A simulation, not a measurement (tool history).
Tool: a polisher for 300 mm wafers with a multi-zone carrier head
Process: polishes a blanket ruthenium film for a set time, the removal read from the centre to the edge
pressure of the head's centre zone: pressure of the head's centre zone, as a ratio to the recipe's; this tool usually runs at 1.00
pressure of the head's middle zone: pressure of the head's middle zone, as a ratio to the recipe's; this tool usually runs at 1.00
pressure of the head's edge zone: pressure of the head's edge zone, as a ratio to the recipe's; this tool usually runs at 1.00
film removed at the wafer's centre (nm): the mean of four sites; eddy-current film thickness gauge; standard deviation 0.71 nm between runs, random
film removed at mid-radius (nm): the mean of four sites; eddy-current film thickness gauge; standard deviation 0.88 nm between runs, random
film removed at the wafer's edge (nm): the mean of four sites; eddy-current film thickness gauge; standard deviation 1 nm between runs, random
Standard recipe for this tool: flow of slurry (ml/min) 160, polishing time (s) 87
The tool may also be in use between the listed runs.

run,hour,flow of slurry (ml/min),pressure of the head's centre zone,pressure of the head's middle zone,pressure of the head's edge zone,polishing time (s),"incoming thickness of the incoming film, nm",film removed at the wafer's centre (nm),film removed at mid-radius (nm),film removed at the wafer's edge (nm)
1,0.0,135,1.00,0.91,0.89,60,292.1,48.2,44.1,48.6
2,46.3,130,0.89,1.10,0.89,87,290.7,64.8,76.4,69.9
3,319.2,160,1.00,0.92,1.00,87,290.7,71.5,67.7,74.2
4,371.9,160,1.00,1.00,1.00,87,293.9,72.6,73.6,75.7
5,628.2,185,0.97,1.00,1.00,87,289.0,73.1,73.5,77.5
6,667.0,160,1.05,1.11,1.10,87,295.1,77.6,78.9,78.0
7,770.3,160,1.00,1.00,1.00,87,289.0,72.8,71.1,75.3
8,864.9,160,1.00,0.89,1.00,87,288.6,72.8,65.7,75.7
9,933.1,160,1.00,1.00,1.00,87,288.7,73.3,72.6,75.7
10,1008.4,160,1.00,1.00,1.00,87,293.0,72.7,71.6,76.2
11,1104.2,160,1.06,1.00,0.97,87,292.4,76.9,71.7,73.5
12,1153.0,160,1.00,1.00,1.00,87,290.1,73.5,71.5,76.8
13,1240.9,160,1.00,1.00,1.00,87,289.1,73.5,72.9,73.6
14,1282.3,110,0.97,1.00,1.00,87,288.3,66.2,67.8,72.4
15,1390.0,195,1.00,0.89,1.00,87,293.0,74.5,68.1,75.0
16,1453.1,125,1.00,1.00,1.00,87,291.6,71.7,68.4,74.2
17,1490.3,160,1.06,0.95,1.00,87,290.2,76.8,69.9,75.5
18,1532.8,215,1.00,1.00,1.00,63,294.6,54.9,55.4,56.3
19,1635.4,160,1.06,1.00,1.00,105,289.6,93.6,87.0,88.7
20,1712.4,130,1.00,0.90,1.00,87,293.1,71.8,64.6,72.2
21,1751.8,160,1.00,1.00,1.00,87,289.9,71.9,72.7,75.2
22,1795.2,160,1.00,1.00,1.00,87,291.7,72.3,73.8,75.2
23,1873.8,160,1.00,1.00,1.00,97,292.9,81.3,79.3,83.8

Taken out of this log: 9 entries between the listed runs. Where each belongs, and how the hidden state differs across it:
Between runs 3 and 4: edge zone pressure recalibrated (hour 358.6)
  the hidden state is the same at both runs
Between runs 4 and 5: worn pad replaced by a new one (hour 625.9)
  the hidden state is the same at both runs
Between runs 5 and 6: slurry nozzle cleaned (hour 638.1)
  the hidden state is the same at both runs
Between runs 6 and 7: centre zone pressure recalibrated (hour 716.7)
  the hidden state is the same at both runs
Between runs 7 and 8: carrier head's membrane replaced by a new one (hour 829.8)
  the hidden state is the same at both runs
Between runs 12 and 13: edge zone pressure recalibrated (hour 1224.5)
  the hidden state is the same at both runs
Between runs 14 and 15: slurry nozzle cleaned (hour 1383.3)
  the hidden state is the same at both runs
Between runs 15 and 16: centre zone pressure recalibrated (hour 1441.0)
  the hidden state is the same at both runs
Between runs 16 and 17: worn pad replaced by a new one (hour 1464.0)
  the hidden state is the same at both runs
